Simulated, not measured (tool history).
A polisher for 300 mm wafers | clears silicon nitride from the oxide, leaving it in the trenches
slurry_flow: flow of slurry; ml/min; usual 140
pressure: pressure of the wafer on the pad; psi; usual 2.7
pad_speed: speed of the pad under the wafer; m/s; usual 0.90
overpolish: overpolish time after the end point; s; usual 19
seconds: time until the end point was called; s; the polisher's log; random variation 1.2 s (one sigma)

run	day	slurry_flow	pressure	pad_speed	overpolish	incoming thickness of the incoming film, nm	seconds
1	0.000	140	2.7	0.90	19	114.7	144.0
2	0.671	140	2.7	0.90	19	115.3	141.3
3	1.292	140	2.7	0.90	19	113.6	143.5
4	1.996	120	2.7	0.90	19	115.0	147.6
5	2.642	120	2.7	0.90	19	115.0	148.4
6	2.929	140	2.7	0.90	19	114.5	143.1
7	3.346	140	2.7	0.90	19	115.6	143.7
8	3.838	140	2.7	0.90	19	116.7	143.7
9	4.583	120	3.6	1.08	19	116.0	92.0
10	4.938	140	2.7	0.90	19	115.4	143.7
11	5.654	140	3.3	0.90	19	115.2	118.8
12	6.092	140	2.7	0.90	19	114.1	143.0
13	6.817	140	2.4	0.62	19	114.6	234.0
14	7.379	175	2.7	1.08	19	113.7	112.9
15	9.112	140	2.1	1.04	24	114.3	160.0
16	9.596	100	3.5	0.90	19	113.8	117.9

Taken out of this log: 7 entries between the listed runs. Where each belongs, and how the hidden state differs across it:
Between runs 1 and 2: worn pad replaced by a new one (day 0.317)
  no hidden state differs between the two runs
Between runs 4 and 5: worn pad replaced by a new one (day 2.621)
  no hidden state differs between the two runs
Between runs 8 and 9: worn pad replaced by a new one (day 4.417)
  no hidden state differs between the two runs
Between runs 10 and 11: slurry nozzle cleaned (day 5.233); head pressure recalibrated (day 5.642)
  no hidden state differs between the two runs
Between runs 12 and 13: worn pad replaced by a new one (day 6.388)
  no hidden state differs between the two runs
Between runs 14 and 15: worn pad replaced by a new one (day 8.267)
  no hidden state differs between the two runs

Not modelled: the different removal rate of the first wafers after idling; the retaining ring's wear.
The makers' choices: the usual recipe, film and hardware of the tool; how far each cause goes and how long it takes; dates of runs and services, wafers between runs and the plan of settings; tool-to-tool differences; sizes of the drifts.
